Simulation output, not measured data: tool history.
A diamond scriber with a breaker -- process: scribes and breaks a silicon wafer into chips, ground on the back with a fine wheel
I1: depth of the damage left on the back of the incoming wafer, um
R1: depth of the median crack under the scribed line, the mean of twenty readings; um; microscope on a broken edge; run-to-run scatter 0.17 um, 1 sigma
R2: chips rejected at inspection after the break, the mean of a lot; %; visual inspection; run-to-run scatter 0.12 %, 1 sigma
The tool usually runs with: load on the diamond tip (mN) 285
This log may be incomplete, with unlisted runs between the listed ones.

{"run": 1, "day": 0.0, "load on the diamond tip (mN)": 285, "I1": 2.34, "R1": 7.99, "R2": 3.42}
{"run": 2, "day": 1.404, "load on the diamond tip (mN)": 285, "I1": 1.88, "R1": 7.84, "R2": 2.53}
{"run": 3, "day": 3.771, "load on the diamond tip (mN)": 285, "I1": 2.06, "R1": 7.78, "R2": 2.88}
{"run": 4, "day": 5.896, "load on the diamond tip (mN)": 232, "I1": 2.88, "R1": 6.24, "R2": 13.75}
{"run": 5, "day": 8.925, "load on the diamond tip (mN)": 285, "I1": 2.79, "R1": 7.74, "R2": 5.76}
{"run": 6, "day": 10.033, "load on the diamond tip (mN)": 285, "I1": 2.16, "R1": 7.31, "R2": 3.19}
{"run": 7, "day": 11.067, "load on the diamond tip (mN)": 285, "I1": 2.0, "R1": 7.22, "R2": 3.28}
{"day": 11.817, "done": "diamond tip replaced by a new one"}
{"run": 8, "day": 12.192, "load on the diamond tip (mN)": 285, "I1": 2.43, "R1": 8.12, "R2": 3.0}
{"day": 12.629, "done": "load on the tip recalibrated"}
{"run": 9, "day": 13.517, "load on the diamond tip (mN)": 285, "I1": 1.72, "R1": 8.3, "R2": 1.67}
{"run": 10, "day": 16.525, "load on the diamond tip (mN)": 324, "I1": 2.97, "R1": 9.38, "R2": 4.85}
{"run": 11, "day": 18.204, "load on the diamond tip (mN)": 324, "I1": 2.91, "R1": 9.3, "R2": 4.2}
{"run": 12, "day": 20.529, "load on the diamond tip (mN)": 285, "I1": 1.86, "R1": 7.96, "R2": 2.11}
{"run": 13, "day": 23.117, "load on the diamond tip (mN)": 242, "I1": 2.64, "R1": 6.87, "R2": 8.58}
{"run": 14, "day": 25.262, "load on the diamond tip (mN)": 242, "I1": 2.92, "R1": 6.83, "R2": 9.74}
{"run": 15, "day": 30.446, "load on the diamond tip (mN)": 319, "I1": 1.85, "R1": 8.43, "R2": 1.88}
{"run": 16, "day": 32.538, "load on the diamond tip (mN)": 285, "I1": 2.13, "R1": 7.58, "R2": 2.92}
{"run": 17, "day": 34.142, "load on the diamond tip (mN)": 285, "I1": 2.28, "R1": 7.64, "R2": 3.36}
{"run": 18, "day": 36.654, "load on the diamond tip (mN)": 328, "I1": 2.34, "R1": 9.04, "R2": 2.72}
{"day": 37.633, "done": "diamond tip replaced by a new one"}
{"run": 19, "day": 38.612, "load on the diamond tip (mN)": 212, "I1": 2.92, "R1": 6.0, "R2": 18.23}
{"run": 20, "day": 40.912, "load on the diamond tip (mN)": 285, "I1": 2.61, "R1": 7.91, "R2": 4.13}
{"run": 21, "day": 43.0, "load on the diamond tip (mN)": 250, "I1": 1.83, "R1": 7.1, "R2": 4.63}
{"run": 22, "day": 45.892, "load on the diamond tip (mN)": 360, "I1": 2.14, "R1": 9.68, "R2": 3.64}
{"run": 23, "day": 48.029, "load on the diamond tip (mN)": 285, "I1": 1.62, "R1": 7.58, "R2": 1.97}
{"run": 24, "day": 49.742, "load on the diamond tip (mN)": 239, "I1": 2.8, "R1": 6.51, "R2": 11.65}
{"day": 51.3, "done": "load on the tip recalibrated"}
{"run": 25, "day": 52.162, "load on the diamond tip (mN)": 215, "I1": 1.78, "R1": 6.17, "R2": 13.56}
{"run": 26, "day": 55.062, "load on the diamond tip (mN)": 311, "I1": 1.58, "R1": 8.18, "R2": 1.53}
{"run": 27, "day": 57.754, "load on the diamond tip (mN)": 235, "I1": 2.61, "R1": 6.08, "R2": 13.19}
{"run": 28, "day": 61.904, "load on the diamond tip (mN)": 285, "I1": 1.51, "R1": 7.4, "R2": 2.82}
{"run": 29, "day": 64.162, "load on the diamond tip (mN)": 353, "I1": 2.46, "R1": 8.93, "R2": 3.16}
{"run": 30, "day": 65.167, "load on the diamond tip (mN)": 230, "I1": 2.94, "R1": 6.17, "R2": 17.35}

Subtracting, for every run, the result it would have given without the tool's unlogged condition from the measured result gives the following. The same run-to-run variation enters both numbers; the gauge's scatter may not:
The tool's hidden condition here consists of: share of the diamond tip's cutting effectiveness lost through wear, %; deviation of the load on the tip from its setpoint, %.
run=1 R1=-0.51 R2=+0.69
run=2 R1=-0.54 R2=+0.60
run=3 R1=-0.60 R2=+0.75
run=4 R1=-0.53 R2=+4.26
run=5 R1=-0.74 R2=+1.66
run=6 R1=-0.72 R2=+1.08
run=7 R1=-0.74 R2=+1.19
run=8 R1=-0.02 R2=+0.02
run=9 R1=-0.06 R2=+0.01
run=10 R1=-0.15 R2=-0.17
run=11 R1=-0.20 R2=-0.21
run=12 R1=-0.22 R2=+0.14
run=13 R1=-0.24 R2=+1.44
run=14 R1=-0.29 R2=+1.76
run=15 R1=-0.49 R2=-0.58
run=16 R1=-0.49 R2=+0.62
run=17 R1=-0.54 R2=+0.76
run=18 R1=-0.72 R2=-0.84
run=19 R1=-0.21 R2=+2.36
run=20 R1=-0.33 R2=+0.48
run=21 R1=-0.34 R2=+1.30
run=22 R1=-0.56 R2=-1.50
run=23 R1=-0.49 R2=+0.45
run=24 R1=-0.45 R2=+3.28
run=25 R1=-0.48 R2=+4.30
run=26 R1=-0.72 R2=-0.40
run=27 R1=-0.59 R2=+4.89
run=28 R1=-0.84 R2=+1.26
run=29 R1=-1.08 R2=-2.11
run=30 R1=-0.77 R2=+6.94
